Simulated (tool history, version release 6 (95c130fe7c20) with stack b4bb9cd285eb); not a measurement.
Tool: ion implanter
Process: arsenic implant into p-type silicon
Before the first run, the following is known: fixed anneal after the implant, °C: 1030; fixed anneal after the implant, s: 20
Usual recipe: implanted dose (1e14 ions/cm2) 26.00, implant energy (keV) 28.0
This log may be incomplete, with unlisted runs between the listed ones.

run,hour,implanted dose (1e14 ions/cm2),implant energy (keV),wafers since the last listed run,hours since the last dose calibration,hours since the extraction supply was calibrated,hours since the gauge calibration,"read-back reference wafer on the same gauge, sheet resistance",sheet resistance of the implanted and annealed layer (ohm/square)
1,0.0,26.00,28.0,0,2205.7,5734.7,351.3,94.72,81.46
2,13.0,26.00,28.0,412,2218.7,5747.7,364.3,94.75,81.62
3,38.7,26.00,28.0,816,2244.4,5773.4,390.0,94.83,81.58
4,72.0,22.36,32.5,1057,2277.7,5806.7,423.3,94.71,80.63
5,101.5,22.36,32.5,936,2307.2,5836.2,452.8,94.83,81.00
6,122.1,24.37,28.0,654,2327.8,5856.8,473.4,94.83,83.37
7,140.0,24.37,28.0,568,2345.7,5874.7,491.3,94.77,82.95
8,165.9,28.05,28.0,822,2371.6,5900.6,517.2,94.94,80.11
9,191.6,26.00,28.0,816,2397.3,5926.3,542.9,94.70,81.20
10,224.0,30.44,28.0,1028,2429.7,5958.7,575.3,94.82,78.69
11,248.8,30.44,28.0,787,2454.5,5983.5,600.1,94.89,78.60
12,284.8,26.00,33.5,1143,2490.5,6019.5,636.1,94.80,76.53
13,298.4,26.00,33.5,431,2504.1,6033.1,649.7,94.83,76.37
14,319.4,28.19,26.0,666,2525.1,6054.1,670.7,94.88,82.51
15,354.4,28.19,26.0,1111,2560.1,6089.1,705.7,94.75,82.08
16,373.3,26.00,28.0,600,2579.0,6108.0,724.6,94.83,81.08
# hour 406.4: Faraday cup replaced and dose calibrated
17,462.8,26.00,28.0,2588,56.4,6197.5,814.1,94.77,81.67
# hour 471.6: extraction supply calibrated
18,491.6,32.84,28.0,660,85.2,20.0,842.9,94.83,77.14
19,511.9,33.74,24.5,644,105.5,40.3,863.2,94.88,81.04
20,540.3,22.36,32.5,901,133.9,68.7,891.6,94.82,80.69
21,573.1,26.00,28.0,1041,166.7,101.5,924.4,94.89,81.45

Expected results for the next run?
# hour 574.1: gauge calibrated
22,598.6,21.04,28.0,809,192.2,127.0,24.5,?,?

Run 22 measured read-back reference wafer on the same gauge, sheet resistance 94.85, sheet resistance of the implanted and annealed layer (ohm/square) 86.16.
Minus the tool's unlogged condition, the same run would have read sheet resistance of the implanted and annealed layer (ohm/square) 86.16.

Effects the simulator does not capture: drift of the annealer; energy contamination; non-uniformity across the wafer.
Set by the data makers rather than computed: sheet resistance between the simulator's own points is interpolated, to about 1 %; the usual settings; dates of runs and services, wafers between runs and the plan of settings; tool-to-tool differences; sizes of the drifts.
